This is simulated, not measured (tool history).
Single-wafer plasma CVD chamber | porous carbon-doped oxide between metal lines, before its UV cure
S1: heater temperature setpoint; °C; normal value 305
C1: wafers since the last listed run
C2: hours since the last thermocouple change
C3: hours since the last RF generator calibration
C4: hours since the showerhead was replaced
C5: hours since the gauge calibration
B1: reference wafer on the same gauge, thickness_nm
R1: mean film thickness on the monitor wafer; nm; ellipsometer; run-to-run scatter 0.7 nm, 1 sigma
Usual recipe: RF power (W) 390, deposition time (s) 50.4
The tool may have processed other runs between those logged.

{"run": 1, "hour": 0.0, "S1": 305, "RF power (W)": 390, "deposition time (s)": 50.4, "C1": 0, "C2": 997.3, "C3": 802.8, "C4": 5320.2, "C5": 733.7, "B1": 200.23, "R1": 228.787}
{"run": 2, "hour": 50.9, "S1": 305, "RF power (W)": 365, "deposition time (s)": 50.4, "C1": 647, "C2": 1048.2, "C3": 853.7, "C4": 5371.1, "C5": 784.6, "B1": 200.112, "R1": 221.879}
{"run": 3, "hour": 77.0, "S1": 305, "RF power (W)": 365, "deposition time (s)": 50.4, "C1": 332, "C2": 1074.3, "C3": 879.8, "C4": 5397.2, "C5": 810.7, "B1": 200.087, "R1": 223.355}
{"run": 4, "hour": 148.4, "S1": 305, "RF power (W)": 365, "deposition time (s)": 50.4, "C1": 908, "C2": 1145.7, "C3": 951.2, "C4": 5468.6, "C5": 882.1, "B1": 200.011, "R1": 222.975}
{"run": 5, "hour": 211.2, "S1": 308, "RF power (W)": 390, "deposition time (s)": 50.4, "C1": 799, "C2": 1208.5, "C3": 1014.0, "C4": 5531.4, "C5": 944.9, "B1": 199.814, "R1": 226.738}
{"run": 6, "hour": 256.2, "S1": 308, "RF power (W)": 390, "deposition time (s)": 50.4, "C1": 572, "C2": 1253.5, "C3": 1059.0, "C4": 5576.4, "C5": 989.9, "B1": 199.846, "R1": 225.955}
{"run": 7, "hour": 318.7, "S1": 308, "RF power (W)": 390, "deposition time (s)": 50.4, "C1": 795, "C2": 1316.0, "C3": 1121.5, "C4": 5638.9, "C5": 1052.4, "B1": 199.964, "R1": 226.234}
{"hour": 349.4, "done": "showerhead replaced"}
{"run": 8, "hour": 349.9, "S1": 296, "RF power (W)": 390, "deposition time (s)": 43.4, "C1": 295, "C2": 1347.2, "C3": 1152.7, "C4": 0.5, "C5": 1083.6, "B1": 199.782, "R1": 208.343}
{"run": 9, "hour": 370.3, "S1": 296, "RF power (W)": 390, "deposition time (s)": 43.4, "C1": 259, "C2": 1367.6, "C3": 1173.1, "C4": 20.9, "C5": 1104.0, "B1": 200.239, "R1": 207.45}
{"run": 10, "hour": 436.3, "S1": 296, "RF power (W)": 390, "deposition time (s)": 43.4, "C1": 839, "C2": 1433.6, "C3": 1239.1, "C4": 86.9, "C5": 1170.0, "B1": 199.974, "R1": 208.827}
{"run": 11, "hour": 464.4, "S1": 305, "RF power (W)": 390, "deposition time (s)": 53.1, "C1": 357, "C2": 1461.7, "C3": 1267.2, "C4": 115.0, "C5": 1198.1, "B1": 200.172, "R1": 240.356}
{"hour": 485.5, "done": "gauge calibrated"}
{"run": 12, "hour": 490.8, "S1": 305, "RF power (W)": 390, "deposition time (s)": 53.1, "C1": 335, "C2": 1488.1, "C3": 1293.6, "C4": 141.4, "C5": 5.3, "B1": 200.055, "R1": 242.621}
{"run": 13, "hour": 550.4, "S1": 305, "RF power (W)": 390, "deposition time (s)": 53.1, "C1": 758, "C2": 1547.7, "C3": 1353.2, "C4": 201.0, "C5": 64.9, "B1": 199.916, "R1": 240.455}
{"hour": 571.2, "done": "thermocouple changed; heater temperature recalibrated"}
{"run": 14, "hour": 601.6, "S1": 320, "RF power (W)": 415, "deposition time (s)": 56.2, "C1": 549, "C2": 30.4, "C3": 1404.4, "C4": 252.2, "C5": 116.1, "B1": 199.717, "R1": 242.971}
{"run": 15, "hour": 677.3, "S1": 313, "RF power (W)": 315, "deposition time (s)": 44.1, "C1": 963, "C2": 106.1, "C3": 1480.1, "C4": 327.9, "C5": 191.8, "B1": 199.933, "R1": 178.525}
{"run": 16, "hour": 721.9, "S1": 318, "RF power (W)": 360, "deposition time (s)": 60.2, "C1": 567, "C2": 150.7, "C3": 1524.7, "C4": 372.5, "C5": 236.4, "B1": 199.945, "R1": 246.621}
{"run": 17, "hour": 759.9, "S1": 305, "RF power (W)": 390, "deposition time (s)": 50.4, "C1": 483, "C2": 188.7, "C3": 1562.7, "C4": 410.5, "C5": 274.4, "B1": 199.914, "R1": 230.321}
{"run": 18, "hour": 814.7, "S1": 296, "RF power (W)": 365, "deposition time (s)": 56.0, "C1": 697, "C2": 243.5, "C3": 1617.5, "C4": 465.3, "C5": 329.2, "B1": 199.903, "R1": 260.647}
{"run": 19, "hour": 841.2, "S1": 317, "RF power (W)": 390, "deposition time (s)": 50.4, "C1": 337, "C2": 270.0, "C3": 1644.0, "C4": 491.8, "C5": 355.7, "B1": 200.044, "R1": 216.304}
{"run": 20, "hour": 867.1, "S1": 305, "RF power (W)": 390, "deposition time (s)": 50.4, "C1": 329, "C2": 295.9, "C3": 1669.9, "C4": 517.7, "C5": 381.6, "B1": 200.05, "R1": 229.143}
{"hour": 900.0, "done": "RF generator calibrated"}
{"run": 21, "hour": 909.3, "S1": 305, "RF power (W)": 365, "deposition time (s)": 59.6, "C1": 435, "C2": 338.1, "C3": 9.3, "C4": 559.9, "C5": 423.8, "B1": 200.044, "R1": 263.085}
{"run": 22, "hour": 972.5, "S1": 305, "RF power (W)": 390, "deposition time (s)": 54.1, "C1": 804, "C2": 401.3, "C3": 72.5, "C4": 623.1, "C5": 487.0, "B1": 199.972, "R1": 245.518}
{"run": 23, "hour": 1014.2, "S1": 311, "RF power (W)": 390, "deposition time (s)": 53.9, "C1": 530, "C2": 443.0, "C3": 114.2, "C4": 664.8, "C5": 528.7, "B1": 200.15, "R1": 236.025}
{"run": 24, "hour": 1046.9, "S1": 305, "RF power (W)": 365, "deposition time (s)": 50.4, "C1": 416, "C2": 475.7, "C3": 146.9, "C4": 697.5, "C5": 561.4, "B1": 200.032, "R1": 223.792}
{"run": 25, "hour": 1089.8, "S1": 305, "RF power (W)": 420, "deposition time (s)": 53.7, "C1": 545, "C2": 518.6, "C3": 189.8, "C4": 740.4, "C5": 604.3, "B1": 200.049, "R1": 250.245}
{"run": 26, "hour": 1152.9, "S1": 315, "RF power (W)": 390, "deposition time (s)": 50.4, "C1": 802, "C2": 581.7, "C3": 252.9, "C4": 803.5, "C5": 667.4, "B1": 199.995, "R1": 218.368}

What if the next run were any one of these 5? Each begins from the tool's condition after run 26:
{"run": "A", "hour": 1153.3, "S1": 305, "RF power (W)": 345, "deposition time (s)": 50.4, "C1": 5, "C2": 582.1, "C3": 253.3, "C4": 803.9, "C5": 667.8, "B1": "?", "R1": "?"}
{"run": "B", "hour": 1153.3, "S1": 305, "RF power (W)": 340, "deposition time (s)": 50.4, "C1": 5, "C2": 582.1, "C3": 253.3, "C4": 803.9, "C5": 667.8, "B1": "?", "R1": "?"}
{"run": "C", "hour": 1153.3, "S1": 305, "RF power (W)": 390, "deposition time (s)": 57.3, "C1": 5, "C2": 582.1, "C3": 253.3, "C4": 803.9, "C5": 667.8, "B1": "?", "R1": "?"}
{"run": "D", "hour": 1153.3, "S1": 305, "RF power (W)": 350, "deposition time (s)": 50.4, "C1": 5, "C2": 582.1, "C3": 253.3, "C4": 803.9, "C5": 667.8, "B1": "?", "R1": "?"}
{"run": "E", "hour": 1153.3, "S1": 319, "RF power (W)": 410, "deposition time (s)": 56.2, "C1": 5, "C2": 582.1, "C3": 253.3, "C4": 803.9, "C5": 667.8, "B1": "?", "R1": "?"}

run=A B1=200.028 R1=219.422
run=B B1=200.028 R1=218.217
run=C B1=200.028 R1=260.967
run=D B1=200.028 R1=220.626
run=E B1=200.028 R1=243.042
With no hidden state in the tool, these same runs would have given:
run=A R1=219.422
run=B R1=218.217
run=C R1=260.967
run=D R1=220.626
run=E R1=243.042

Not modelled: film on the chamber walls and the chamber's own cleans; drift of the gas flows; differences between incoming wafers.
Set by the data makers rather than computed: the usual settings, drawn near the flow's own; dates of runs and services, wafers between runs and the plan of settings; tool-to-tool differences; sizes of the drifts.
